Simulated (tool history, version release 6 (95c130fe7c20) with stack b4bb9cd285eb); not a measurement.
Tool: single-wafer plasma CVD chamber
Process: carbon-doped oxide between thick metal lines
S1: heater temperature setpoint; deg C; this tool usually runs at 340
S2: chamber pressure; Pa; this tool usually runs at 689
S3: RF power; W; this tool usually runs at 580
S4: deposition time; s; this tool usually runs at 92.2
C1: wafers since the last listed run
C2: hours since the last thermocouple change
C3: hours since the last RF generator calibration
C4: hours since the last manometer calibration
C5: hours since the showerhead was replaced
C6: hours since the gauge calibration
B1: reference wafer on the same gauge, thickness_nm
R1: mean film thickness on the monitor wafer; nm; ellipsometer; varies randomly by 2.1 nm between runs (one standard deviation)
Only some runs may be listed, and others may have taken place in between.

| run | day | S1 | S2 | S3 | S4 | C1 | C2 | C3 | C4 | C5 | C6 | B1 | R1 |
|---|---|---|---|---|---|---|---|---|---|---|---|---|---|
| 1 | 0.000 | 340 | 689 | 580 | 84.3 | 0 | 1387.0 | 1141.7 | 1830.0 | 6657.8 | 494.8 | 442.181 | 449.859 |
| 2 | 1.512 | 340 | 689 | 580 | 84.3 | 326 | 1423.3 | 1178.0 | 1866.3 | 6694.1 | 531.1 | 441.083 | 446.884 |
| 3 | 3.033 | 340 | 689 | 580 | 92.2 | 328 | 1459.8 | 1214.5 | 1902.8 | 6730.6 | 567.6 | 441.095 | 489.816 |
| 4 | 5.404 | 340 | 689 | 580 | 92.2 | 511 | 1516.7 | 1271.4 | 1959.7 | 6787.5 | 624.5 | 440.537 | 488.004 |
| 5 | 7.608 | 340 | 689 | 580 | 92.2 | 475 | 1569.6 | 1324.3 | 2012.6 | 6840.4 | 677.4 | 439.927 | 485.837 |
| 6 | 8.846 | 340 | 611 | 650 | 92.2 | 266 | 1599.3 | 1354.0 | 2042.3 | 6870.1 | 707.1 | 439.934 | 505.082 |
| 7 | 9.904 | 340 | 611 | 650 | 92.2 | 228 | 1624.7 | 1379.4 | 2067.7 | 6895.5 | 732.5 | 438.928 | 508.880 |
| 8 | 11.017 | 340 | 827 | 580 | 92.2 | 240 | 1651.4 | 1406.1 | 2094.4 | 6922.2 | 759.2 | 439.144 | 494.925 |
| 9 | 13.342 | 340 | 689 | 580 | 98.5 | 501 | 1707.2 | 1461.9 | 2150.2 | 6978.0 | 815.0 | 438.616 | 519.414 |
|  | 14.004 | RF generator calibrated |
| 10 | 15.779 | 340 | 689 | 580 | 92.2 | 453 | 1765.7 | 42.6 | 2208.7 | 7036.5 | 873.5 | 437.365 | 485.389 |
| 11 | 17.208 | 340 | 689 | 580 | 92.2 | 308 | 1800.0 | 76.9 | 2243.0 | 7070.8 | 907.8 | 437.317 | 484.569 |
|  | 17.871 | capacitance manometer re-zeroed and calibrated |
| 12 | 19.208 | 340 | 689 | 580 | 92.2 | 359 | 1848.0 | 124.9 | 32.1 | 7118.8 | 955.8 | 436.523 | 485.429 |
| 13 | 21.717 | 340 | 689 | 580 | 92.2 | 541 | 1908.2 | 185.1 | 92.3 | 7179.0 | 1016.0 | 437.116 | 484.091 |
|  | 22.788 | thermocouple changed; heater temperature recalibrated |
| 14 | 24.412 | 340 | 689 | 580 | 92.2 | 509 | 39.0 | 249.8 | 157.0 | 7243.7 | 1080.7 | 436.203 | 484.734 |
| 15 | 25.750 | 334 | 553 | 580 | 101.8 | 288 | 71.1 | 281.9 | 189.1 | 7275.8 | 1112.8 | 435.571 | 523.895 |
| 16 | 26.912 | 340 | 743 | 495 | 106.5 | 250 | 99.0 | 309.8 | 217.0 | 7303.7 | 1140.7 | 435.317 | 524.793 |
| 17 | 28.392 | 344 | 689 | 580 | 92.2 | 319 | 134.5 | 345.3 | 252.5 | 7339.2 | 1176.2 | 434.434 | 477.910 |
| 18 | 29.525 | 333 | 631 | 490 | 92.2 | 244 | 161.7 | 372.5 | 279.7 | 7366.4 | 1203.4 | 434.755 | 451.488 |
| 19 | 31.054 | 352 | 689 | 580 | 92.2 | 329 | 198.4 | 409.2 | 316.4 | 7403.1 | 1240.1 | 433.342 | 465.685 |
| 20 | 32.450 | 340 | 772 | 690 | 92.2 | 301 | 231.9 | 442.7 | 349.9 | 7436.6 | 1273.6 | 433.922 | 533.214 |
|  | 33.425 | gauge calibrated |
|  | 33.883 | showerhead replaced |
| 21 | 34.217 | 340 | 689 | 580 | 92.2 | 309 | 274.3 | 485.1 | 392.3 | 8.0 | 19.0 | 448.121 | 499.675 |
| 22 | 36.062 | 340 | 689 | 580 | 99.7 | 398 | 318.6 | 529.4 | 436.6 | 52.3 | 63.3 | 447.270 | 538.273 |
| 23 | 37.167 | 340 | 689 | 650 | 92.2 | 238 | 345.1 | 555.9 | 463.1 | 78.8 | 89.8 | 446.280 | 517.461 |

What will run 24 give?
| 24 | 38.988 | 351 | 689 | 580 | 78.4 | 392 | 388.8 | 599.6 | 506.8 | 122.5 | 133.5 | ? | ? |

{"run 24": {"B1": 445.955, "R1": 409.414}}
Without the tool's hidden state the same run would have given R1 411.186 nm.
